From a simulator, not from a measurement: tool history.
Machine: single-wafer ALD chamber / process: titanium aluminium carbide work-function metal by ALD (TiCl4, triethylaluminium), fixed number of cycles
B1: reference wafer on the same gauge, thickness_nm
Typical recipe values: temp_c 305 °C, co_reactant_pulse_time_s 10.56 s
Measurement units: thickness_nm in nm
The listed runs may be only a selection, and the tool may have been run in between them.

Run 1, hour 0: usual settings; B1 1.731. Result: thickness_nm 2.043 nm.
Run 2, hour 46.2: usual settings but temp_c 294 °C; B1 1.729. Result: thickness_nm 1.948 nm.
Run 3, hour 99.6: usual settings but temp_c 294 °C; B1 1.731. Result: thickness_nm 1.955 nm.
Run 4, hour 126.9: usual settings but temp_c 309 °C, co_reactant_pulse_time_s 7.75 s; B1 1.729. Result: thickness_nm 1.959 nm.
At hour 301.5: gauge calibrated.
Run 5, hour 332: usual settings but temp_c 309 °C, co_reactant_pulse_time_s 7.75 s; B1 1.73. Result: thickness_nm 1.939 nm.
Run 6, hour 396.1: usual settings but co_reactant_pulse_time_s 8.85 s; B1 1.73. Result: thickness_nm 1.982 nm.
Run 7, hour 456.6: usual settings but temp_c 301 °C; B1 1.731. Result: thickness_nm 2.005 nm.
Run 8, hour 482.3: usual settings; B1 1.731. Result: thickness_nm 2.036 nm.
Run 9, hour 553.5: usual settings; B1 1.728. Result: thickness_nm 2.037 nm.
Run 10, hour 584.4: usual settings; B1 1.731. Result: thickness_nm 2.032 nm.
Run 11, hour 645.6: usual settings; B1 1.73. Result: thickness_nm 2.035 nm.
Run 12, hour 693.6: usual settings; B1 1.732. Result: thickness_nm 2.009 nm.
At hour 725.5: showerhead replaced, of another model than before.
Run 13, hour 726: usual settings; B1 1.73. Result: thickness_nm 2.023 nm.
Run 14, hour 794.8: usual settings; B1 1.73. Result: thickness_nm 2.045 nm.
Run 15, hour 838: usual settings; B1 1.73. Result: thickness_nm 2.024 nm.
Run 16, hour 870.8: usual settings; B1 1.731. Result: thickness_nm 2.029 nm.
Run 17, hour 908.4: usual settings but temp_c 314 °C, co_reactant_pulse_time_s 12.49 s; B1 1.731. Result: thickness_nm 2.096 nm.
Run 18, hour 947.9: usual settings; B1 1.729. Result: thickness_nm 2.044 nm.
Run 19, hour 984.9: usual settings; B1 1.731. Result: thickness_nm 2.013 nm.
Run 20, hour 1028.3: usual settings but temp_c 312 °C, co_reactant_pulse_time_s 6.42 s; B1 1.73. Result: thickness_nm 1.957 nm.
Run 21, hour 1056.3: usual settings but temp_c 298 °C, co_reactant_pulse_time_s 13.37 s; B1 1.729. Result: thickness_nm 1.964 nm.
At hour 1106.9: thermocouple changed; heater temperature recalibrated.
At hour 1111.2: triethylaluminium bottle replaced.
Run 22, hour 1125.8: usual settings; B1 1.731. Result: thickness_nm 2.068 nm.
Run 23, hour 1169.6: usual settings but temp_c 299 °C; B1 1.73. Result: thickness_nm 2.035 nm.
Run 24, hour 1279.4: usual settings; B1 1.732. Result: thickness_nm 2.05 nm.
Run 25, hour 1342.2: usual settings but temp_c 293 °C, co_reactant_pulse_time_s 12.73 s; B1 1.729. Result: thickness_nm 1.97 nm.
Run 26, hour 1407.7: usual settings but temp_c 295 °C, co_reactant_pulse_time_s 6.78 s; B1 1.729. Result: thickness_nm 1.881 nm.
Run 27, hour 1448: usual settings but temp_c 294 °C; B1 1.73. Result: thickness_nm 1.952 nm.
At hour 1455.1: gauge calibrated.
Run 28, hour 1504.2: usual settings but temp_c 316 °C, co_reactant_pulse_time_s 12.65 s; B1 1.731. Result: thickness_nm 2.163 nm.
Run 29, hour 1554.4: usual settings; B1 1.73. Result: thickness_nm 2.057 nm.
Run 30, hour 1727.9: usual settings but temp_c 299 °C, co_reactant_pulse_time_s 13.54 s; B1 1.732. Result: thickness_nm 2.04 nm.
Run 31, hour 1772: usual settings but temp_c 292 °C; B1 1.729. Result: thickness_nm 1.947 nm.
Run 32, hour 1829.5: usual settings but temp_c 297 °C, co_reactant_pulse_time_s 12.54 s; B1 1.73. Result: thickness_nm 2.007 nm.
Run 33, hour 1952.9: usual settings but temp_c 300 °C, co_reactant_pulse_time_s 13.42 s; B1 1.73. Result: thickness_nm 2.035 nm.
Run 34, hour 2002.2: usual settings but temp_c 317 °C, co_reactant_pulse_time_s 8.73 s; B1 1.73. Result: thickness_nm 2.098 nm.

What was the tool's hidden state at every run in the log?
triethylaluminium dose above that of a fresh bottle (%): 0, the same for each run
gauge reads high (%): 0, the same for each run
H1: wafer temperature above the value expected at the setpoint (K)
run      H1
  1   -2.15
  2   -2.28
  3   -2.43
  4   -2.51
  5   -3.15
  6   -3.37
  7   -3.58
  8   -3.67
  9   -3.93
 10   -4.05
 11   -4.28
 12   -4.46
 13   -4.59
 14   -4.87
 15   -5.05
 16   -5.19
 17   -5.35
 18   -5.52
 19   -5.68
 20   -5.87
 21      -6
 22  -0.603
 23  -0.606
 24  -0.627
 25  -0.649
 26  -0.679
 27  -0.701
 28  -0.736
 29  -0.772
 30  -0.929
 31  -0.977
 32   -1.04
 33   -1.21
 34   -1.28
